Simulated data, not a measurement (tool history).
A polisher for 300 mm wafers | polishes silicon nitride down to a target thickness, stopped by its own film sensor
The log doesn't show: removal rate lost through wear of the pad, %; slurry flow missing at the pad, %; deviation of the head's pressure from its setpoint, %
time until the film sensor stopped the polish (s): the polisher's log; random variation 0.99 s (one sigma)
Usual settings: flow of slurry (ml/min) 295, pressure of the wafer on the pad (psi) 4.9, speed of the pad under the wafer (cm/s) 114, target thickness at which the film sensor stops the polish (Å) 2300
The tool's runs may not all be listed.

| run | day | flow of slurry (ml/min) | pressure of the wafer on the pad (psi) | speed of the pad under the wafer (cm/s) | target thickness at which the film sensor stops the polish (Å) | wafers since the last listed run | wafers polished on this pad | hours since the slurry nozzle was cleaned | hours since the head pressure was calibrated | incoming thickness of the incoming film, nm | time until the film sensor stopped the polish (s) |
|---|---|---|---|---|---|---|---|---|---|---|---|
| 1 | 0.000 | 295 | 4.9 | 114 | 2300 | 0 | 1969 | 274.6 | 370.0 | 378.7 | 54.7 |
|  | 1.158 | head pressure recalibrated |
| 2 | 4.054 | 295 | 4.9 | 114 | 2300 | 1414 | 3383 | 371.9 | 69.5 | 378.7 | 55.9 |
|  | 4.892 | worn pad replaced by a new one |
| 3 | 5.854 | 295 | 4.9 | 114 | 2300 | 581 | 343 | 415.1 | 112.7 | 377.2 | 54.5 |
|  | 6.575 | slurry nozzle cleaned |
| 4 | 9.638 | 295 | 4.9 | 114 | 2090 | 1332 | 1676 | 73.5 | 203.5 | 386.1 | 61.6 |
| 5 | 12.512 | 295 | 4.9 | 114 | 2690 | 1024 | 2700 | 142.5 | 272.5 | 386.4 | 42.0 |
| 6 | 14.175 | 295 | 4.9 | 134 | 2300 | 592 | 3292 | 182.4 | 312.4 | 374.5 | 46.9 |
|  | 14.350 | worn pad replaced by a new one |
|  | 16.012 | head pressure recalibrated |
| 7 | 16.200 | 295 | 4.9 | 96 | 2300 | 632 | 629 | 231.0 | 4.5 | 379.0 | 58.3 |
| 8 | 17.979 | 295 | 4.9 | 96 | 2300 | 633 | 1262 | 273.7 | 47.2 | 387.7 | 64.9 |
| 9 | 21.871 | 375 | 4.0 | 114 | 2650 | 1386 | 2649 | 367.1 | 140.6 | 375.7 | 50.0 |
|  | 22.575 | worn pad replaced by a new one |
|  | 23.533 | slurry nozzle cleaned |
| 10 | 25.908 | 295 | 4.3 | 114 | 2300 | 1364 | 1172 | 57.0 | 237.5 | 375.7 | 59.2 |
| 11 | 30.171 | 295 | 4.9 | 114 | 2690 | 1518 | 2690 | 159.3 | 339.8 | 381.2 | 39.2 |

Forecast run 12:
|  | 30.867 | worn pad replaced by a new one |
|  | 32.188 | head pressure recalibrated |
| 12 | 34.396 | 370 | 5.6 | 114 | 2300 | 1416 | 1227 | 260.7 | 53.0 | 380.4 | ? |

{"run 12": {"time until the film sensor stopped the polish (s)": 46.3}}
Without the tool's hidden state the same run would have given time until the film sensor stopped the polish (s) 44.9.
